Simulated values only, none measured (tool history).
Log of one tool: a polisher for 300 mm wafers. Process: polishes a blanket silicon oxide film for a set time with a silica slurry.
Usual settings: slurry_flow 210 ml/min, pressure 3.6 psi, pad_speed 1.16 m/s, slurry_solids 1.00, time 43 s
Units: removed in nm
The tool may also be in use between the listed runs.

run	hour	slurry_flow	pressure	pad_speed	slurry_solids	time	wafers since the last listed run	wafers polished on this pad	hours since the slurry nozzle was cleaned	hours since the head pressure was calibrated	hours since the slurry blender was calibrated	hours since the conditioning disc was replaced	incoming thickness of the incoming film, nm	removed
1	0.0	210	3.6	0.88	1.00	32	0	1167	156.6	1248.3	162.9	316.6	1190.2	79.0
2	26.0	210	3.6	0.88	1.00	32	229	1397	182.6	1274.3	188.9	342.6	1185.8	79.2
# hour 43.0: worn pad replaced by a new one
3	57.3	210	3.6	1.16	1.00	43	241	126	213.9	1305.6	220.2	373.9	1180.5	131.3
4	70.1	210	3.6	1.16	1.00	43	113	239	226.7	1318.4	233.0	386.7	1182.7	132.9
# hour 84.9: conditioning disc replaced and pad reconditioned
5	86.9	210	3.6	1.16	1.00	43	130	370	243.5	1335.2	249.8	2.0	1190.8	131.6
6	99.9	210	3.6	1.16	1.00	43	114	485	256.5	1348.2	262.8	15.0	1181.2	131.3
# hour 116.2: head pressure recalibrated
7	128.5	255	2.5	1.44	1.00	56	234	720	285.1	12.3	291.4	43.6	1175.1	168.7
8	163.2	150	3.6	0.90	1.20	43	306	1026	319.8	47.0	326.1	78.3	1193.9	110.5
9	186.6	275	3.6	1.16	1.00	43	206	1233	343.2	70.4	349.5	101.7	1183.3	135.1
# hour 198.9: slurry blender recalibrated
10	206.1	210	3.6	1.02	1.00	43	154	1387	362.7	89.9	7.2	121.2	1185.4	113.9
# hour 214.6: worn pad replaced by a new one
11	222.1	210	3.6	1.16	1.00	43	106	66	378.7	105.9	23.2	137.2	1175.8	128.4
12	242.9	210	3.6	1.16	1.00	43	183	249	399.5	126.7	44.0	158.0	1169.6	125.8
13	256.4	210	2.9	0.86	1.10	48	119	369	413.0	140.2	57.5	171.5	1182.2	105.5
14	274.9	260	3.6	1.16	1.00	43	163	532	431.5	158.7	76.0	190.0	1181.6	129.1
15	287.7	255	3.6	1.16	0.90	54	113	645	444.3	171.5	88.8	202.8	1188.1	152.6
16	318.9	210	3.6	1.16	1.00	43	275	921	475.5	202.7	120.0	234.0	1175.5	127.7
17	331.2	210	3.6	0.88	1.00	32	108	1029	487.8	215.0	132.3	246.3	1167.8	74.5
18	354.6	210	3.6	1.16	1.00	43	206	1236	511.2	238.4	155.7	269.7	1195.0	125.3
# hour 370.9: slurry nozzle cleaned
19	390.3	210	3.6	1.16	1.00	52	306	1543	19.4	274.1	191.4	305.4	1176.4	163.6
# hour 395.3: worn pad replaced by a new one
20	411.8	280	3.6	0.84	1.00	36	154	145	40.9	295.6	212.9	326.9	1171.9	87.9
21	432.5	210	3.6	1.16	1.00	43	182	328	61.6	316.3	233.6	347.6	1183.5	130.4
22	461.1	210	3.6	1.16	1.00	57	252	580	90.2	344.9	262.2	376.2	1162.4	171.8
23	491.7	210	3.2	0.98	1.00	43	270	851	120.8	375.5	292.8	406.8	1187.2	106.3
24	509.6	210	3.6	1.16	1.00	43	158	1009	138.7	393.4	310.7	424.7	1188.8	130.5
# hour 552.3: slurry blender recalibrated
# hour 589.7: worn pad replaced by a new one
# hour 609.4: conditioning disc replaced and pad reconditioned
25	616.9	210	3.6	1.16	1.00	43	877	222	246.0	500.7	64.6	7.5	1172.4	130.9
26	631.8	210	4.6	1.30	1.15	47	131	354	260.9	515.6	79.5	22.4	1165.5	191.8

What the log doesn't show, run by run:
removal rate lost through wear of the pad, %: 0 in every run
deviation of the head's pressure from its setpoint, %: 0 in every run
abrasive missing from the slurry, %: 0 in every run
time polished since the conditioner stopped cutting, s: 0 in every run
H1: slurry flow missing at the pad, %
run	H1
1	10.6
2	12.3
3	14.4
4	15.3
5	16.4
6	17.3
7	19.2
8	21.5
9	23.1
10	24.4
11	25.4
12	26.8
13	27.7
14	29
15	29.8
16	31.9
17	32.7
18	34.3
19	4.84
20	6.28
21	7.66
22	9.57
23	11.6
24	12.8
25	20
26	21

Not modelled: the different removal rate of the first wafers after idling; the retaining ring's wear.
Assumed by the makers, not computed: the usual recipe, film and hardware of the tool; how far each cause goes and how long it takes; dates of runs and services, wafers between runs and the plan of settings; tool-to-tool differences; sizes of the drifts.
